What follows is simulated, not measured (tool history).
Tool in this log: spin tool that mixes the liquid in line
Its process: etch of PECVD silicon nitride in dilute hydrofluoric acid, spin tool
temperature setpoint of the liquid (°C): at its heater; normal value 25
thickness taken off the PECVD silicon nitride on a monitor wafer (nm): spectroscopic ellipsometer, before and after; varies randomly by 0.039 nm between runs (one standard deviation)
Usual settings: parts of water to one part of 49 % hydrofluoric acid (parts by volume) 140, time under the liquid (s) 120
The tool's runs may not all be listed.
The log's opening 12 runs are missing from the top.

run	hour	temperature setpoint of the liquid (°C)	parts of water to one part of 49 % hydrofluoric acid (parts by volume)	time under the liquid (s)	read-back film thickness of the PECVD silicon nitride reference wafer, read on the same gauge (nm)	thickness taken off the PECVD silicon nitride on a monitor wafer (nm)
# hour 269.9: hydrofluoric acid flow meter replaced
13	284.3	25	155	120	97.6	4.93
14	297.4	25	110	75	97.51	4.37
# hour 310: gauge calibrated
15	333.4	25	170	120	100.05	4.6
16	354.8	25	140	120	99.95	5.6
17	388.7	20	180	190	99.85	5
18	408.4	22	105	170	99.75	8.6
19	429.8	25	210	75	99.69	2.33
20	462.4	28	140	155	99.55	8.64
21	475.2	28	210	155	99.5	5.73
22	493.4	25	210	75	99.39	2.32
23	527.9	25	140	120	99.27	5.61
24	554.2	25	140	160	99.13	7.34
# hour 560.7: thermometer replaced
25	660.9	25	140	120	98.73	5.48
26	684.9	25	140	120	98.63	5.48
27	697.9	25	140	120	98.61	5.57
28	729.1	23	205	155	98.47	4.27
29	762.9	25	140	120	98.31	5.5
30	777.7	22	115	95	98.27	4.36
31	802.2	20	180	190	98.16	4.93
32	824.3	29	205	160	98.11	6.44

5 options for the next run, each taken on its own from the tool as it stands now. Forecast them:
A	824.7	25	140	55	?	?
B	824.7	27	170	95	?	?
C	824.7	22	140	120	?	?
D	824.7	22	180	155	?	?
E	824.7	29.5	205	95	?	?

run	read-back film thickness of the PECVD silicon nitride reference wafer, read on the same gauge (nm)	thickness taken off the PECVD silicon nitride on a monitor wafer (nm)
A	98.06	2.54
B	98.06	4.1
C	98.06	4.56
D	98.06	4.6
E	98.06	3.95
Take away the tool's hidden state, keep each run's random variation, and the runs would have read:
run	thickness taken off the PECVD silicon nitride on a monitor wafer (nm)
A	2.59
B	4.18
C	4.64
D	4.69
E	4.03
